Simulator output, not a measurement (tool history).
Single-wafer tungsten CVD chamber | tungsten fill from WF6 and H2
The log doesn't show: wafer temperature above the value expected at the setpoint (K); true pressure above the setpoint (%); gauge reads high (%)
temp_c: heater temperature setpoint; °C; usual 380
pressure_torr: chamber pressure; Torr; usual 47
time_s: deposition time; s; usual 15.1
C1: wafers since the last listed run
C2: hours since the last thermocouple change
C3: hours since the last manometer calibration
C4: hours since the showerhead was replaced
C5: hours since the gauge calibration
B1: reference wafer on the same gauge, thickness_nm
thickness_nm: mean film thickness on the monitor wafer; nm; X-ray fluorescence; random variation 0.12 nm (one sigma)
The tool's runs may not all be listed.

Run 1, hour 0: usual settings; C1 0; C2 1479.9; C3 121.6; C4 4327.8; C5 393.5; B1 44.207. Result: thickness_nm 38.22 nm.
Run 2, hour 77.2: usual settings; C1 3375; C2 1557.1; C3 198.8; C4 4405; C5 470.7; B1 44.169. Result: thickness_nm 38.071 nm.
Run 3, hour 182.4: usual settings; C1 4600; C2 1662.3; C3 304; C4 4510.2; C5 575.9; B1 44.2. Result: thickness_nm 38.098 nm.
Run 4, hour 276.7: usual settings; C1 4123; C2 1756.6; C3 398.3; C4 4604.5; C5 670.2; B1 44.244. Result: thickness_nm 38.323 nm.
Run 5, hour 355.4: usual settings; C1 3441; C2 1835.3; C3 477; C4 4683.2; C5 748.9; B1 44.244. Result: thickness_nm 38.291 nm.
Run 6, hour 408.4: usual settings; C1 2317; C2 1888.3; C3 530; C4 4736.2; C5 801.9; B1 44.173. Result: thickness_nm 38.404 nm.
Run 7, hour 670.8: usual settings; C1 11473; C2 2150.7; C3 792.4; C4 4998.6; C5 1064.3; B1 44.203. Result: thickness_nm 38.592 nm.
Run 8, hour 731.8: usual settings; C1 2667; C2 2211.7; C3 853.4; C4 5059.6; C5 1125.3; B1 44.195. Result: thickness_nm 38.466 nm.
Run 9, hour 797.4: usual settings; C1 2868; C2 2277.3; C3 919; C4 5125.2; C5 1190.9; B1 44.2. Result: thickness_nm 38.643 nm.
Run 10, hour 843.8: usual settings but temp_c 373 °C, pressure_torr 49.7 Torr; C1 2028; C2 2323.7; C3 965.4; C4 5171.6; C5 1237.3; B1 44.17. Result: thickness_nm 33.969 nm.
Run 11, hour 891.3: usual settings but pressure_torr 40.3 Torr, time_s 12.1 s; C1 2076; C2 2371.2; C3 1012.9; C4 5219.1; C5 1284.8; B1 44.175. Result: thickness_nm 28.24 nm.
Run 12, hour 943.4: usual settings; C1 2278; C2 2423.3; C3 1065; C4 5271.2; C5 1336.9; B1 44.208. Result: thickness_nm 38.662 nm.
Run 13, hour 994.6: usual settings but temp_c 368 °C, pressure_torr 38.1 Torr, time_s 17.2 s; C1 2238; C2 2474.5; C3 1116.2; C4 5322.4; C5 1388.1; B1 44.259. Result: thickness_nm 29.229 nm.
Run 14, hour 1055.3: usual settings but temp_c 370 °C, pressure_torr 50.1 Torr, time_s 14.3 s; C1 2654; C2 2535.2; C3 1176.9; C4 5383.1; C5 1448.8; B1 44.213. Result: thickness_nm 30.303 nm.
At hour 1151.4: capacitance manometer re-zeroed and calibrated.
At hour 1166.3: showerhead replaced.
Run 15, hour 1166.8: usual settings but temp_c 369 °C, pressure_torr 50.3 Torr, time_s 16 s; C1 4175; C2 2646.7; C3 15.4; C4 0.5; C5 1560.3; B1 44.193. Result: thickness_nm 32.966 nm.
At hour 1197.4: gauge calibrated.
Run 16, hour 1266.8: usual settings but pressure_torr 39.7 Torr, time_s 17.5 s; C1 4372; C2 2746.7; C3 115.4; C4 100.5; C5 69.4; B1 44.203. Result: thickness_nm 40.66 nm.
At hour 1322.9: thermocouple changed; heater temperature recalibrated.
Run 17, hour 1374.5: usual settings; C1 4359; C2 51.6; C3 223.1; C4 208.2; C5 177.1; B1 44.177. Result: thickness_nm 38.339 nm.
Run 18, hour 1467.4: usual settings but temp_c 387 °C, pressure_torr 40.3 Torr, time_s 16.3 s; C1 4062; C2 144.5; C3 316; C4 301.1; C5 270; B1 44.19. Result: thickness_nm 44.036 nm.
Run 19, hour 1505.2: usual settings but temp_c 387 °C, pressure_torr 41.1 Torr, time_s 16.6 s; C1 1652; C2 182.3; C3 353.8; C4 338.9; C5 307.8; B1 44.219. Result: thickness_nm 45.312 nm.
Run 20, hour 1555.5: usual settings but temp_c 386 °C, pressure_torr 53.5 Torr, time_s 17.6 s; C1 2199; C2 232.6; C3 404.1; C4 389.2; C5 358.1; B1 44.193. Result: thickness_nm 54.661 nm.
Run 21, hour 1657.3: usual settings but temp_c 385 °C, pressure_torr 54.4 Torr, time_s 16.2 s; C1 4451; C2 334.4; C3 505.9; C4 491; C5 459.9; B1 44.213. Result: thickness_nm 50.159 nm.

4 ways to go on from here, each from the tool as it stands after run 21. What would each give?
Run A, hour 1657.7: usual settings but time_s 18 s; C1 17; C2 334.8; C3 506.3; C4 491.4; C5 460.3; B1 ?. Result: thickness_nm ?.
Run B, hour 1657.7: usual settings but temp_c 387 °C, pressure_torr 42 Torr, time_s 16.8 s; C1 17; C2 334.8; C3 506.3; C4 491.4; C5 460.3; B1 ?. Result: thickness_nm ?.
Run C, hour 1657.7: usual settings but temp_c 388 °C, pressure_torr 57.9 Torr, time_s 16.6 s; C1 17; C2 334.8; C3 506.3; C4 491.4; C5 460.3; B1 ?. Result: thickness_nm ?.
Run D, hour 1657.7: usual settings but pressure_torr 37.6 Torr, time_s 16 s; C1 17; C2 334.8; C3 506.3; C4 491.4; C5 460.3; B1 ?. Result: thickness_nm ?.

run      B1  thickness_nm
  A  44.178         45.87
  B  44.178        46.887
  C  44.178        56.971
  D  44.178        35.509
Without the tool's hidden state the same runs would have given:
run  thickness_nm
  A        45.789
  B        46.806
  C        56.873
  D        35.446
